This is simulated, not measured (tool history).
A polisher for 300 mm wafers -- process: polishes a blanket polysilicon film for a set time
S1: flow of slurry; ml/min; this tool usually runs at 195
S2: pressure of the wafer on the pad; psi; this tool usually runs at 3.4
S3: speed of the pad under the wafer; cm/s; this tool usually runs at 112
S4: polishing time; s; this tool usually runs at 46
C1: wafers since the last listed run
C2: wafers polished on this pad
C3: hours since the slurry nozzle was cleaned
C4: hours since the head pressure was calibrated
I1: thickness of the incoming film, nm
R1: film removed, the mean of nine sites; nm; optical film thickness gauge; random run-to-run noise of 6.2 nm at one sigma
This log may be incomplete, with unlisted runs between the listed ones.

run	hour	S1	S2	S3	S4	C1	C2	C3	C4	I1	R1
1	0	195	3.9	112	52	0	50	168.2	1164.1	1725.1	607.6
2	40	195	3.4	112	46	438	488	208.2	1204.1	1712	486.1
3	50.6	195	3.4	112	46	116	604	218.8	1214.7	1731	483.8
4	67.7	195	3.4	112	46	187	792	235.9	1231.8	1757.9	483.3
5	78.5	215	3.4	112	56	118	910	246.7	1242.6	1705.5	583.2
6	85.1	215	3.4	112	56	72	982	253.3	1249.2	1733.5	581.6
# hour 93.3: worn pad replaced by a new one
7	100.9	210	3.4	112	46	129	83	269.1	1265	1731.4	509
8	125	210	3.4	112	46	264	347	293.2	1289.1	1750.5	506
9	132	195	3.4	112	46	76	424	300.2	1296.1	1734.9	494.1
10	143.8	195	3.4	112	46	129	553	312	1307.9	1720.8	494.3
11	154.2	195	3.4	112	46	113	667	322.4	1318.3	1721.1	493.7
12	160.9	195	3.4	112	46	73	740	329.1	1325	1729.4	487.6
13	173	195	3.4	112	46	132	873	341.2	1337.1	1730.4	476.8
# hour 178.8: slurry nozzle cleaned
14	187.5	215	3.4	142	46	147	1021	8.7	1351.6	1728.5	572.4
# hour 211.3: worn pad replaced by a new one, of another model than before
15	211.8	215	3.4	142	46	222	5	33	1375.9	1718.3	648.6
16	221.1	195	3.4	112	46	101	107	42.3	1385.2	1752.4	497.1
17	228.9	195	3.4	112	46	85	193	50.1	1393	1742.1	509.3
18	239.3	195	3.4	124	46	113	307	60.5	1403.4	1729.2	566.5
19	257.2	195	3.4	112	56	196	503	78.4	1421.3	1742.1	597.5
20	266.1	195	3.4	112	46	97	600	87.3	1430.2	1717.4	503.1
21	276.7	145	4.5	138	40	116	716	97.9	1440.8	1733.8	585.5
22	289.2	235	2.4	138	59	136	853	110.4	1453.3	1720.5	682
23	296	195	3.4	112	46	74	928	117.2	1460.1	1759.3	474.4
24	302.7	195	3.4	112	46	73	1001	123.9	1466.8	1713.5	477.8
# hour 319.7: worn pad replaced by a new one
25	320.2	215	3.4	76	46	147	5	141.4	1484.3	1747.2	349.8
# hour 330.2: head pressure recalibrated
26	332.4	195	2.9	112	46	111	117	153.6	2.2	1701.4	474.4
27	344.9	195	3.4	112	46	136	254	166.1	14.7	1742.8	507.2
28	359.4	250	3	112	55	158	413	180.6	29.2	1724.4	575
29	365.6	195	3.4	112	46	67	481	186.8	35.4	1732	509.7
30	380.1	235	2.5	112	46	158	639	201.3	49.9	1716.6	442.6
31	393.1	255	4.3	140	46	142	782	214.3	62.9	1735.2	689.3
32	407.1	195	2.6	136	59	153	935	228.3	76.9	1743.1	671
# hour 423.1: worn pad replaced by a new one
33	424.9	195	4.1	112	35	151	19	246.1	94.7	1743.7	417.3
34	441.5	150	2.4	76	46	181	201	262.7	111.3	1757.3	292.2
35	455	195	3.4	112	46	147	349	276.2	124.8	1732.4	498.6
36	469.4	195	3.7	112	51	157	507	290.6	139.2	1712.1	564.5
37	479.1	170	2.3	112	41	106	613	300.3	148.9	1724	382.9
# hour 496.3: slurry nozzle cleaned
38	496.7	135	3.1	112	30	181	795	0.4	166.5	1705.8	299.3

Below, some changes in R1 between adjacent runs. For each, the amount present without the hidden state too (settings, incoming material, random variation) and the amount remaining for the hidden state with gauge scatter not shared by both compared results:
Unlogged tool condition in this case: removal rate lost through wear of the pad, %; slurry flow missing at the pad, %; deviation of the head's pressure from its setpoint, %.
Run 6 -> 7: S1 215 -> 210, S4 56 -> 46, worn pad replaced by a new one. R1 -72.6 nm: hidden state +42.5, all else -115.1.
Run 14 -> 15: worn pad replaced by a new one, of another model than before. R1 +76.2 nm: hidden state +36.5, all else +39.7.
Run 22 -> 23: S1 235 -> 195, S2 2.4 -> 3.4, S3 138 -> 112, S4 59 -> 46. R1 -207.6 nm: hidden state +5.7, all else -213.3.
Run 30 -> 31: S1 235 -> 255, S2 2.5 -> 4.3, S3 112 -> 140. R1 +246.7 nm: hidden state -16.2, all else +262.9.
Run 32 -> 33: S2 2.6 -> 4.1, S3 136 -> 112, S4 59 -> 35, worn pad replaced by a new one. R1 -253.7 nm: hidden state +35.2, all else -288.9.

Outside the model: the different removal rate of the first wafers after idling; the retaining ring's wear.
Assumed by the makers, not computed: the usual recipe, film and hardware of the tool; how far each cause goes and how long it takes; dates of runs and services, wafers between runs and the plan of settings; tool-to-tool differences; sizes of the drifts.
